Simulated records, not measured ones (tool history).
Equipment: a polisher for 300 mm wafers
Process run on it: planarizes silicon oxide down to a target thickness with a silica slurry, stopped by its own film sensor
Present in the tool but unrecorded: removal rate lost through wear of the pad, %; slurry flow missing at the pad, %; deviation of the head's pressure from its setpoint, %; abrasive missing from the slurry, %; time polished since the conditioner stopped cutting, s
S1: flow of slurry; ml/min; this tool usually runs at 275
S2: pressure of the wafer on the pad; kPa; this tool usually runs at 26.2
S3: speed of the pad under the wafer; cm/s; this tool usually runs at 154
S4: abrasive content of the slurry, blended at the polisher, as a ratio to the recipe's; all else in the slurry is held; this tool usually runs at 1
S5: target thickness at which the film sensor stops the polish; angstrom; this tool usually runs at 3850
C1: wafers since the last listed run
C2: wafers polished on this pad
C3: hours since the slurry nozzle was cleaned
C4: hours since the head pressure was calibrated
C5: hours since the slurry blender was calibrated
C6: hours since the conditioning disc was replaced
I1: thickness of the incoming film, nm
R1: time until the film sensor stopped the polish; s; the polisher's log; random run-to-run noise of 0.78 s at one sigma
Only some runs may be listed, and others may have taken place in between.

run,hour,S1,S2,S3,S4,S5,C1,C2,C3,C4,C5,C6,I1,R1
1,0,340,26.2,154,1,4090,0,773,281.4,283.9,279.3,25.2,685,83.1
2,35.5,275,26.2,154,1,3850,411,1184,316.9,319.4,314.8,60.7,657.1,86.8
# hour 74.3: slurry blender recalibrated
# hour 101: worn pad replaced by a new one
# hour 122.3: conditioning disc replaced and pad reconditioned
3,127.4,340,26.2,154,1,3850,972,283,408.8,411.3,53.1,5.1,676.5,81.4
4,161.5,340,26.2,154,1,3850,395,678,442.9,445.4,87.2,39.2,678.8,83.8
5,189.8,275,26.2,154,1,3850,328,1006,471.2,473.7,115.5,67.5,676.5,87.2
6,224.3,305,26.2,154,1,3850,400,1406,505.7,508.2,150,102,670.8,85.9
# hour 248.7: worn pad replaced by a new one
7,259.4,275,26.2,154,1.2,3050,360,124,540.8,543.3,185.1,137.1,680.8,98.6
# hour 275.7: conditioning disc replaced and pad reconditioned
8,278.2,200,26.2,154,1,3850,194,319,559.6,562.1,203.9,2.5,663.9,82.3
9,297.3,200,26.2,154,1,3850,221,540,578.7,581.2,223,21.6,662.6,83.1
10,311.3,200,26.2,154,1,3850,162,703,592.7,595.2,237,35.6,662.6,85.7
11,339.8,275,32.4,154,1,3850,330,1033,621.2,623.7,265.5,64.1,661.7,67.7
12,362.6,275,26.2,154,1,3850,264,1298,644,646.5,288.3,86.9,675.5,91.3
# hour 392.1: head pressure recalibrated
13,398.3,215,20,130,1,3170,390,1688,679.7,6.2,324,122.6,675.8,180.7
# hour 405.5: worn pad replaced by a new one
# hour 414: slurry blender recalibrated
14,432.1,340,26.2,154,1,3850,322,284,713.5,40,18.1,156.4,669.8,79.6
# hour 443.7: conditioning disc replaced and pad reconditioned
15,464.8,305,26.2,154,1,3850,356,640,746.2,72.7,50.8,21.1,657.6,77.8
16,498.6,275,26.2,154,1.2,3050,391,1032,780,106.5,84.6,54.9,665,97.6
17,515,275,26.2,154,1,3250,190,1223,796.4,122.9,101,71.3,661.3,99.1
# hour 522.2: slurry nozzle cleaned
# hour 545.2: worn pad replaced by a new one
18,546.6,305,26.2,154,1,4110,308,16,24.4,154.5,132.6,102.9,669.2,72.4
# hour 577.9: conditioning disc replaced and pad reconditioned
19,599,275,26.2,154,1,3850,584,601,76.8,206.9,185,21.1,663.6,81
20,629.9,340,26.2,154,1,3850,358,959,107.7,237.8,215.9,52,661.6,81.8
21,646.9,345,29,104,1,4110,197,1156,124.7,254.8,232.9,69,672.6,95.2
# hour 684.1: worn pad replaced by a new one
22,684.6,355,31.7,154,1,4530,390,6,162.4,292.5,270.6,106.7,668,49.1
23,707.6,305,26.2,184,1,3850,266,272,185.4,315.5,293.6,129.7,673,72.4
24,720.5,320,26.2,154,1,3850,149,422,198.3,328.4,306.5,142.6,683,85.5

Below, some changes in R1 between adjacent runs. For each, the amount present without the hidden state too (settings, incoming material, random variation) and the amount remaining for the hidden state with gauge scatter not shared by both compared results:
Run 12 -> 13: S1 275 -> 215, S2 26.2 -> 20, S3 154 -> 130, S5 3850 -> 3170, head pressure recalibrated. R1 +89.4 s: hidden state +18.2, all else +71.2.
Run 13 -> 14: S1 215 -> 340, S2 20 -> 26.2, S3 130 -> 154, S5 3170 -> 3850, worn pad replaced by a new one, slurry blender recalibrated. R1 -101.1 s: hidden state -27.4, all else -73.7.
